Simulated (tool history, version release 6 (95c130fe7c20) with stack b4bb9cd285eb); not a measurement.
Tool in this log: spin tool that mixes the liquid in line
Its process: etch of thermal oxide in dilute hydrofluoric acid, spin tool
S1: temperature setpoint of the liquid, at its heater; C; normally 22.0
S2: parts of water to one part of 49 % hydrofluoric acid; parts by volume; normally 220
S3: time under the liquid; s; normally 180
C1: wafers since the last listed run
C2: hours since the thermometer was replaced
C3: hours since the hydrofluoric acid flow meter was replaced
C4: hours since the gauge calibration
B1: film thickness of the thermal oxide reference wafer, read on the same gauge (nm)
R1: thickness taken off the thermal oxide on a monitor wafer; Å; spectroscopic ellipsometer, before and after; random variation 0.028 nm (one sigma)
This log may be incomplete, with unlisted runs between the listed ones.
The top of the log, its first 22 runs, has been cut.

Run 23, day 11.925: usual settings; C1 176; C2 973.6; C3 90.1; C4 130.4; B1 30.012. Result: R1 32.50 Å.
At day 12.371: thermometer replaced.
Run 24, day 12.646: usual settings but S1 18.5 C, S2 170 parts by volume, S3 220 s; C1 96; C2 6.6; C3 107.4; C4 147.7; B1 29.985. Result: R1 47.48 Å.
Run 25, day 13.288: usual settings but S1 20.5 C, S2 155 parts by volume; C1 91; C2 22.0; C3 122.8; C4 163.1; B1 29.973. Result: R1 46.96 Å.
Run 26, day 13.696: usual settings but S1 24.0 C, S2 265 parts by volume, S3 120 s; C1 58; C2 31.8; C3 132.6; C4 172.9; B1 29.959. Result: R1 18.70 Å.
Run 27, day 14.000: usual settings but S2 185 parts by volume; C1 43; C2 39.1; C3 139.9; C4 180.2; B1 29.970. Result: R1 40.98 Å.
Run 28, day 14.579: usual settings but S1 24.0 C, S3 140 s; C1 82; C2 53.0; C3 153.8; C4 194.1; B1 30.022. Result: R1 27.65 Å.
Run 29, day 15.288: usual settings; C1 100; C2 70.0; C3 170.8; C4 211.1; B1 30.004. Result: R1 33.02 Å.
Run 30, day 15.912: usual settings but S1 17.0 C, S2 185 parts by volume; C1 88; C2 85.0; C3 185.8; C4 226.1; B1 30.007. Result: R1 33.63 Å.
Run 31, day 16.400: usual settings; C1 69; C2 96.7; C3 197.5; C4 237.8; B1 30.012. Result: R1 32.46 Å.
Run 32, day 16.854: usual settings but S1 19.0 C, S2 265 parts by volume, S3 250 s; C1 64; C2 107.6; C3 208.4; C4 248.7; B1 30.009. Result: R1 32.39 Å.
Run 33, day 17.238: usual settings but S2 145 parts by volume; C1 54; C2 116.8; C3 217.6; C4 257.9; B1 30.007. Result: R1 54.48 Å.

Predict each of these 5 candidate next runs independently; none follows another, all start after run 33:
Run A, day 17.258: usual settings but S2 270 parts by volume; C1 2; C2 117.3; C3 218.1; C4 258.4; B1 ?. Result: R1 ?.
Run B, day 17.258: usual settings but S1 18.0 C, S2 300 parts by volume; C1 2; C2 117.3; C3 218.1; C4 258.4; B1 ?. Result: R1 ?.
Run C, day 17.258: usual settings but S1 19.0 C, S2 120 parts by volume, S3 265 s; C1 2; C2 117.3; C3 218.1; C4 258.4; B1 ?. Result: R1 ?.
Run D, day 17.258: usual settings but S2 320 parts by volume, S3 270 s; C1 2; C2 117.3; C3 218.1; C4 258.4; B1 ?. Result: R1 ?.
Run E, day 17.258: usual settings but S1 24.5 C, S2 320 parts by volume, S3 90 s; C1 2; C2 117.3; C3 218.1; C4 258.4; B1 ?. Result: R1 ?.

run      B1     R1
  A  30.029  25.52
  B  30.029  19.29
  C  30.029  87.17
  D  30.029  30.85
  E  30.029  11.22
Without the tool's hidden state the same runs would have given:
run     R1
  A  24.56
  B  18.57
  C  84.23
  D  29.66
  E  10.78

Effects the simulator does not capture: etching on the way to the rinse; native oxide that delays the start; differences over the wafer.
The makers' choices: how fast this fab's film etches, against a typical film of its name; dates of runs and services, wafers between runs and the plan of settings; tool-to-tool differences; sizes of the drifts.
